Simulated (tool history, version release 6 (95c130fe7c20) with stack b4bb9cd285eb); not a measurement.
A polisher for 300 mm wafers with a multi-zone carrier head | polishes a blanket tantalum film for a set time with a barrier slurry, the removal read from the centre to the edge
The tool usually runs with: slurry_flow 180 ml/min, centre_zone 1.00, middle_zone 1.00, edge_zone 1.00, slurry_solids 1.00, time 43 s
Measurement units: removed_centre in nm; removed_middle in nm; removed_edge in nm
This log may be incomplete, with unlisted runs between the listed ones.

run     day  slurry_flow  centre_zone  middle_zone  edge_zone  slurry_solids  time  wafers since the last listed run  wafers polished on this pad  hours since the slurry nozzle was cleaned  hours since the centre zone pressure was calibrated  hours since the edge zone pressure was calibrated  hours since the carrier head's membrane was replaced  incoming thickness of the incoming film, nm  removed_centre  removed_middle  removed_edge
  1   0.000          180         1.00         0.95       1.00           1.00    43                                 0                         1173                                      599.5                                                939.0                                              332.5                                                1133.0                                        218.4            55.1            52.7          54.3
  2   0.471          180         1.00         1.00       1.00           1.10    43                               111                         1285                                      610.8                                                950.3                                              343.8                                                1144.3                                        219.9            54.3            56.1          54.8
      0.929  -- worn pad replaced by a new one
  3   1.200          180         1.00         1.08       1.00           1.00    43                               133                           64                                      628.3                                                967.8                                              361.3                                                1161.8                                        223.2            59.8            64.5          60.7
  4   1.708          180         1.00         1.08       1.00           1.00    43                               120                          185                                      640.5                                                980.0                                              373.5                                                1174.0                                        220.6            59.2            65.6          60.0
      1.838  -- edge zone pressure recalibrated
  5   2.271          180         1.00         1.00       1.00           0.75    43                               113                          299                                      654.0                                                993.5                                               10.4                                                1187.5                                        218.9            57.1            56.6          57.3
  6   2.817          150         1.00         1.00       1.00           1.25    49                               129                          429                                      667.1                                               1006.6                                               23.5                                                1200.6                                        218.4            66.3            67.3          67.2
  7   3.588          180         1.00         1.04       1.00           1.00    43                               183                          612                                      685.6                                               1025.1                                               42.0                                                1219.1                                        217.3            56.0            60.8          57.7
  8   4.021          200         1.00         1.00       1.00           1.00    57                               103                          715                                      696.0                                               1035.5                                               52.4                                                1229.5                                        219.3            74.5            78.8          73.8
  9   4.658          115         1.04         0.95       0.91           1.00    43                               151                          867                                      711.3                                               1050.8                                               67.7                                                1244.8                                        220.0            53.3            53.6          51.6
      4.975  -- slurry nozzle cleaned
 10   5.100          180         1.00         0.89       1.00           0.75    43                                95                          962                                        3.0                                               1061.4                                               78.3                                                1255.4                                        217.6            53.5            51.4          53.0
 11   5.546          180         1.00         1.00       1.00           1.00    43                               106                         1068                                       13.7                                               1072.1                                               89.0                                                1266.1                                        218.5            54.4            56.3          54.5
 12   6.012          180         1.00         1.00       1.00           1.00    43                               110                         1179                                       24.9                                               1083.3                                              100.2                                                1277.3                                        221.6            54.4            55.3          52.4
      6.504  -- worn pad replaced by a new one
 13   6.662          215         1.00         1.11       1.11           1.00    51                               114                           38                                       40.5                                               1098.9                                              115.8                                                1292.9                                        220.8            73.8            83.4          76.5
      6.812  -- centre zone pressure recalibrated
 14   7.096          180         1.09         0.93       0.92           1.00    50                                83                          121                                       50.9                                                  6.8                                              126.2                                                1303.3                                        220.4            75.5            70.5          67.8
      7.346  -- carrier head's membrane replaced by a new one
 15   7.479          205         1.00         1.00       1.03           1.00    43                                41                          162                                       60.1                                                 16.0                                              135.4                                                   3.2                                        218.8            61.1            60.8          61.8
 16   7.812          180         1.00         0.96       1.04           1.00    43                                79                          242                                       68.1                                                 24.0                                              143.4                                                  11.2                                        222.9            58.5            58.3          60.4
 17   8.475          180         1.03         1.00       1.00           1.00    39                               157                          399                                       84.0                                                 39.9                                              159.3                                                  27.1                                        218.6            54.5            53.1          54.0
 18   8.783          180         1.00         1.00       1.00           1.00    43                                73                          473                                       91.4                                                 47.3                                              166.7                                                  34.5                                        216.9            57.0            59.2          58.7
 19   9.525          180         1.07         1.00       0.96           1.20    43                               176                          649                                      109.2                                                 65.1                                              184.5                                                  52.3                                        217.5            62.2            61.4          56.8
 20  10.479          180         1.00         1.00       1.00           1.00    43                               226                          876                                      132.1                                                 88.0                                              207.4                                                  75.2                                        220.3            55.0            55.6          55.9
 21  10.800          180         1.00         1.00       1.08           1.00    43                                76                          952                                      139.8                                                 95.7                                              215.1                                                  82.9                                        215.1            56.1            57.0          57.8
 22  11.488          180         0.94         1.04       1.10           1.00    31                               163                         1116                                      156.3                                                112.2                                              231.6                                                  99.4                                        218.7            37.5            42.9          41.5

Here are 4 independent what-if runs from the current tool condition. What would each one return?
  A  11.504          180         0.88         1.00       1.00           1.00    43                                 3                         1120                                      156.7                                                112.6                                              232.0                                                  99.8                                        224.4               ?               ?             ?
  B  11.504          165         1.00         1.00       1.10           1.00    39                                 3                         1120                                      156.7                                                112.6                                              232.0                                                  99.8                                        224.4               ?               ?             ?
  C  11.504          160         0.96         1.06       1.00           1.00    43                                 3                         1120                                      156.7                                                112.6                                              232.0                                                  99.8                                        224.4               ?               ?             ?
  D  11.504          180         1.00         1.00       1.00           1.00    47                                 3                         1120                                      156.7                                                112.6                                              232.0                                                  99.8                                        224.4               ?               ?             ?

run  removed_centre  removed_middle  removed_edge
  A            48.8            55.7          55.9
  B            48.4            50.0          52.8
  C            51.5            57.4          55.4
  D            58.9            60.8          61.1
Stripped of hidden state, with their random variation kept, the same runs would have yielded:
run  removed_centre  removed_middle  removed_edge
  A            54.6            62.2          62.5
  B            54.1            55.9          59.1
  C            57.6            64.2          61.9
  D            65.8            68.0          68.3
